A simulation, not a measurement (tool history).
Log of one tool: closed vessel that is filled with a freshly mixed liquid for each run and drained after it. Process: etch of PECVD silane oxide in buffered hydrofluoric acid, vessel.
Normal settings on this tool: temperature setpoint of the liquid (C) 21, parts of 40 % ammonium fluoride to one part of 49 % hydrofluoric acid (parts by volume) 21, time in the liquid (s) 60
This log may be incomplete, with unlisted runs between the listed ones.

| run | day | temperature setpoint of the liquid (C) | parts of 40 % ammonium fluoride to one part of 49 % hydrofluoric acid (parts by volume) | time in the liquid (s) | read-back film thickness of the PECVD silane oxide reference wafer, read on the same gauge (nm) | thickness taken off the PECVD silane oxide on a monitor wafer (nm) |
|---|---|---|---|---|---|---|
| 1 | 0 | 21 | 21 | 60 | 40.01 | 71.39 |
| 2 | 1.471 | 21 | 21 | 60 | 39.98 | 70.11 |
| 3 | 2.704 | 21 | 21 | 60 | 39.97 | 69.05 |
| 4 | 4.846 | 21 | 21 | 60 | 39.99 | 69.8 |
| 5 | 6.208 | 21 | 21 | 60 | 40.03 | 69.38 |
| 6 | 8.129 | 21 | 25 | 60 | 40 | 62.06 |
| 7 | 10.612 | 21 | 25 | 60 | 40.01 | 61.53 |
| 8 | 13.379 | 21 | 25 | 60 | 39.97 | 61.57 |
| 9 | 15.479 | 21 | 21 | 60 | 40 | 69.6 |
| 10 | 17.792 | 21 | 26 | 75 | 40.01 | 75.69 |
| 11 | 19.142 | 21 | 26 | 75 | 40.02 | 74.94 |
| 12 | 21.512 | 21 | 24.5 | 60 | 40.01 | 63.04 |
| 13 | 22.7 | 21 | 24.5 | 60 | 39.98 | 63.48 |
|  | 24.196 | hydrofluoric acid flow meter replaced |
| 14 | 25.342 | 21 | 21 | 75 | 39.97 | 94.16 |
| 15 | 27.625 | 21 | 21 | 60 | 40.01 | 73.94 |
| 16 | 29.346 | 18 | 28.5 | 60 | 40.01 | 50.96 |
| 17 | 32.017 | 21 | 13 | 70 | 39.99 | 137.56 |
| 18 | 33.242 | 21 | 17.5 | 60 | 40 | 86.48 |
| 19 | 35 | 25 | 21 | 40 | 40.02 | 61.49 |
| 20 | 37.446 | 21 | 21 | 60 | 39.96 | 76.47 |
| 21 | 38.479 | 26 | 15.5 | 60 | 40 | 130 |
|  | 42.454 | thermometer replaced |
| 22 | 45.038 | 19.5 | 23.5 | 50 | 40 | 50.16 |
|  | 45.275 | gauge calibrated |
| 23 | 46.092 | 21 | 21 | 60 | 40 | 70.76 |
| 24 | 48.579 | 25 | 14 | 70 | 40.01 | 146.52 |
| 25 | 51.479 | 17 | 21 | 60 | 40.01 | 55.52 |
| 26 | 53.617 | 21 | 21 | 60 | 40.02 | 69.55 |
| 27 | 55.012 | 18 | 27 | 45 | 40.01 | 37.36 |
| 28 | 62.983 | 19 | 18 | 70 | 40 | 81.99 |

Measured result minus the same run's result without the hidden state. Both carry the same run-to-run variation, though not necessarily the same gauge scatter:
The tool's hidden condition here consists of: liquid hotter than its thermometer reads (K); hydrofluoric acid flow below the setpoint (%); gauge reads high (%).
| run | thickness taken off the PECVD silane oxide on a monitor wafer (nm) |
|---|---|
| 1 | -1.39 |
| 2 | -1.43 |
| 3 | -1.44 |
| 4 | -1.48 |
| 5 | -1.53 |
| 6 | -1.41 |
| 7 | -1.44 |
| 8 | -1.49 |
| 9 | -1.75 |
| 10 | -1.94 |
| 11 | -1.97 |
| 12 | -1.71 |
| 13 | -1.76 |
| 14 | +4.84 |
| 15 | +3.74 |
| 16 | +2.62 |
| 17 | +6.12 |
| 18 | +3.77 |
| 19 | +2.92 |
| 20 | +3.7 |
| 21 | +5.02 |
| 22 | -0.95 |
| 23 | -1.36 |
| 24 | -4.62 |
| 25 | -1.13 |
| 26 | -1.49 |
| 27 | -0.8 |
| 28 | -3.4 |
